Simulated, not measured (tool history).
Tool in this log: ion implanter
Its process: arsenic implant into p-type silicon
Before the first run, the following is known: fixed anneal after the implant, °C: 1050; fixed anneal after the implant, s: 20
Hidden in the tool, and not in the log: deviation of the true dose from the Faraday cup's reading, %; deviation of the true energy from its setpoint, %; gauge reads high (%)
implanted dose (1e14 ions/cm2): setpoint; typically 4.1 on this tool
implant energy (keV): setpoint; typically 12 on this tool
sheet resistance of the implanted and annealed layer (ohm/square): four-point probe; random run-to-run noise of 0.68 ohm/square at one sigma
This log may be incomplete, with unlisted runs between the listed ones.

run	hour	implanted dose (1e14 ions/cm2)	implant energy (keV)	wafers since the last listed run	hours since the last dose calibration	hours since the extraction supply was calibrated	hours since the gauge calibration	read-back reference wafer on the same gauge, sheet resistance	sheet resistance of the implanted and annealed layer (ohm/square)
1	0	4.1	12	0	268.2	6163.9	807	272.86	252.15
2	23.7	4.1	12	878	291.9	6187.6	830.7	273.48	253.32
3	79.2	4.55	12	2058	347.4	6243.1	886.2	273.6	233.38
4	109.5	4.55	12	1123	377.7	6273.4	916.5	273.71	235.31
5	130.5	4.1	12	778	398.7	6294.4	937.5	273.88	253.83
6	154	4.1	12	871	422.2	6317.9	961	273.68	253.36
7	198	4.1	12	1631	466.2	6361.9	1005	274.01	253.09
# hour 211.2: extraction supply calibrated
8	227.1	4.1	10.5	782	495.3	15.9	1034.1	274.08	255.58
9	261.6	4.1	14.5	1279	529.8	50.4	1068.6	274.52	251.2
10	294.8	4.1	14.5	1231	563	83.6	1101.8	274.62	251.66
# hour 378.4: gauge calibrated
11	400.2	4.35	12	3908	668.4	189	21.8	268.78	237.24
12	427.3	4.1	12	1004	695.5	216.1	48.9	268.85	249.59
13	451.3	4.1	12	889	719.5	240.1	72.9	268.94	248.67
14	465.5	4.1	12	526	733.7	254.3	87.1	269.08	249.78
15	485.8	3.41	14	752	754	274.6	107.4	269.15	284.5
16	499.4	4.1	16	504	767.6	288.2	121	269.07	243.9
17	522.9	5.1	13.5	871	791.1	311.7	144.5	269.42	209.13
18	548.3	5	13	941	816.5	337.1	169.9	269.51	211.97
19	572.9	5.1	9	912	841.1	361.7	194.5	269.51	212.65
20	591.4	4.1	12	686	859.6	380.2	213	269.9	251.16
21	615.3	5.25	15.5	886	883.5	404.1	236.9	270.09	202.09
22	632.4	3.55	8	634	900.6	421.2	254	269.94	287.43
23	659.4	4.5	12	1001	927.6	448.2	281	269.91	233.28
# hour 695.9: Faraday cup replaced and dose calibrated
24	696.4	4.83	13.5	1075	0.5	485.2	318	270.18	218.85
25	716.5	4.64	12	745	20.6	505.3	338.1	270.25	227.42
26	732.3	4.1	12	585	36.4	521.1	353.9	270.18	251.01
27	759.7	4.1	12	1016	63.8	548.5	381.3	270.73	250.22
28	783.1	4.1	12	867	87.2	571.9	404.7	270.73	251.08
29	801.2	5.02	9	671	105.3	590	422.8	270.51	216.5
30	837.2	3.35	14	1334	141.3	626	458.8	270.92	289.98
31	870.6	4.52	14	1238	174.7	659.4	492.2	270.78	230.06
32	900.6	4.1	12	1112	204.7	689.4	522.2	271.27	251.4
33	935	5.24	13.5	1275	239.1	723.8	556.6	271.39	206.58
34	951.2	4.1	8.5	600	255.3	740	572.8	271.26	256.38
35	971	3.7	13.5	734	275.1	759.8	592.6	271.64	270.54
36	995.9	3.53	9	923	300	784.7	617.5	271.53	286.6

Difference, measured minus no-hidden-state, one row per run. Run-to-run variation is common to both terms; the gauge's own scatter need not be:
run	sheet resistance of the implanted and annealed layer (ohm/square)
1	+3.83
2	+3.97
3	+3.89
4	+4.05
5	+4.47
6	+4.57
7	+4.77
8	+4.95
9	+5.03
10	+5.19
11	-0.25
12	-0.13
13	-0.03
14	+0.04
15	+0.16
16	+0.2
17	+0.26
18	+0.37
19	+0.47
20	+0.64
21	+0.61
22	+0.96
23	+0.89
24	+0.99
25	+1.11
26	+1.31
27	+1.43
28	+1.54
29	+1.41
30	+2.08
31	+1.79
32	+2.1
33	+1.86
34	+2.39
35	+2.62
36	+2.9
